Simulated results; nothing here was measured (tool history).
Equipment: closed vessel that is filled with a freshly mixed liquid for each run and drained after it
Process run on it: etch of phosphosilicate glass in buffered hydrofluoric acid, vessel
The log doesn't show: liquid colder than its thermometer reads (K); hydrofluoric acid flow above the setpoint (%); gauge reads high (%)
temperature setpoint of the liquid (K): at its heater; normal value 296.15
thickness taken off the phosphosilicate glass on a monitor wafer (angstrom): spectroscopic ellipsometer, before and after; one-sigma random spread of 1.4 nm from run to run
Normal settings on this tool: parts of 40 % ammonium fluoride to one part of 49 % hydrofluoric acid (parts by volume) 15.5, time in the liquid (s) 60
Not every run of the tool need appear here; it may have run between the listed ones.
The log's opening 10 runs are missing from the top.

| run | hour | temperature setpoint of the liquid (K) | parts of 40 % ammonium fluoride to one part of 49 % hydrofluoric acid (parts by volume) | time in the liquid (s) | wafers since the last listed run | hours since the thermometer was replaced | hours since the hydrofluoric acid flow meter was replaced | hours since the gauge calibration | read-back film thickness of the phosphosilicate glass reference wafer, read on the same gauge (nm) | thickness taken off the phosphosilicate glass on a monitor wafer (angstrom) |
|---|---|---|---|---|---|---|---|---|---|---|
|  | 989.5 | thermometer replaced |
| 11 | 1007.5 | 296.15 | 15.5 | 60 | 6832 | 18.0 | 2057.9 | 2648.1 | 70.02 | 2414.3 |
|  | 1092.7 | hydrofluoric acid flow meter replaced |
| 12 | 1099.6 | 296.15 | 15.5 | 60 | 6132 | 110.1 | 6.9 | 2740.2 | 70.01 | 2415.7 |
| 13 | 1190.2 | 298.15 | 15.5 | 60 | 6098 | 200.7 | 97.5 | 2830.8 | 69.99 | 2681.1 |
| 14 | 1255.8 | 298.15 | 15.5 | 60 | 4416 | 266.3 | 163.1 | 2896.4 | 69.98 | 2657.9 |
| 15 | 1328.3 | 291.65 | 10.5 | 60 | 4880 | 338.8 | 235.6 | 2968.9 | 70.00 | 2684.7 |
| 16 | 1377.2 | 291.15 | 15.5 | 60 | 3291 | 387.7 | 284.5 | 3017.8 | 70.01 | 1797.9 |
| 17 | 1452.5 | 301.15 | 19.0 | 30 | 5069 | 463.0 | 359.8 | 3093.1 | 69.98 | 1267.1 |
| 18 | 1532.9 | 294.65 | 10.0 | 80 | 5412 | 543.4 | 440.2 | 3173.5 | 69.99 | 4368.8 |
|  | 1622.7 | gauge calibrated |
|  | 1649.7 | thermometer replaced |
| 19 | 1732.3 | 292.65 | 15.5 | 60 | 13355 | 82.6 | 639.6 | 109.6 | 69.99 | 1988.1 |
| 20 | 1793.1 | 296.15 | 15.5 | 90 | 4092 | 143.4 | 700.4 | 170.4 | 69.99 | 3601.6 |
| 21 | 1874.5 | 291.65 | 15.5 | 60 | 5479 | 224.8 | 781.8 | 251.8 | 70.00 | 1873.1 |
| 22 | 1961.3 | 296.15 | 15.5 | 80 | 5843 | 311.6 | 868.6 | 338.6 | 69.98 | 3199.6 |
| 23 | 2023.3 | 296.15 | 15.5 | 60 | 4173 | 373.6 | 930.6 | 400.6 | 70.00 | 2383.1 |
| 24 | 2083.9 | 296.15 | 15.5 | 60 | 4079 | 434.2 | 991.2 | 461.2 | 70.01 | 2350.1 |
| 25 | 2175.9 | 296.15 | 15.5 | 60 | 6193 | 526.2 | 1083.2 | 553.2 | 70.00 | 2339.0 |
| 26 | 2249.0 | 296.15 | 15.5 | 60 | 4920 | 599.3 | 1156.3 | 626.3 | 69.99 | 2344.8 |
| 27 | 2286.8 | 296.15 | 15.5 | 60 | 2544 | 637.1 | 1194.1 | 664.1 | 70.02 | 2327.8 |
| 28 | 2347.2 | 293.65 | 15.5 | 40 | 4065 | 697.5 | 1254.5 | 724.5 | 70.00 | 1342.9 |
|  | 2379.5 | thermometer replaced |
| 29 | 2396.4 | 296.15 | 15.5 | 60 | 3244 | 16.9 | 1303.7 | 773.7 | 70.00 | 2413.5 |
| 30 | 2436.9 | 299.65 | 9.5 | 60 | 2726 | 57.4 | 1344.2 | 814.2 | 70.00 | 4594.9 |
| 31 | 2530.7 | 299.15 | 9.5 | 90 | 6314 | 151.2 | 1438.0 | 908.0 | 70.00 | 6658.7 |
| 32 | 2589.8 | 293.15 | 15.5 | 60 | 3978 | 210.3 | 1497.1 | 967.1 | 70.00 | 2000.0 |
| 33 | 2647.6 | 298.15 | 10.0 | 80 | 3890 | 268.1 | 1554.9 | 1024.9 | 70.01 | 5383.6 |

Consider 3 possible next runs. They are alternatives, not a sequence: every one starts from the tool as it was left by run 33. What does each give?
| A | 2648.3 | 296.15 | 20.5 | 60 | 47 | 268.8 | 1555.6 | 1025.6 | ? | ? |
| B | 2648.3 | 296.15 | 18.0 | 60 | 47 | 268.8 | 1555.6 | 1025.6 | ? | ? |
| C | 2648.3 | 299.65 | 15.5 | 50 | 47 | 268.8 | 1555.6 | 1025.6 | ? | ? |

| run | read-back film thickness of the phosphosilicate glass reference wafer, read on the same gauge (nm) | thickness taken off the phosphosilicate glass on a monitor wafer (angstrom) |
|---|---|---|
| A | 69.97 | 1799.3 |
| B | 69.97 | 2030.7 |
| C | 69.97 | 2373.4 |
Without the tool's unlogged condition, the same runs would have read:
| run | thickness taken off the phosphosilicate glass on a monitor wafer (angstrom) |
|---|---|
| A | 1853.7 |
| B | 2092.1 |
| C | 2443.4 |
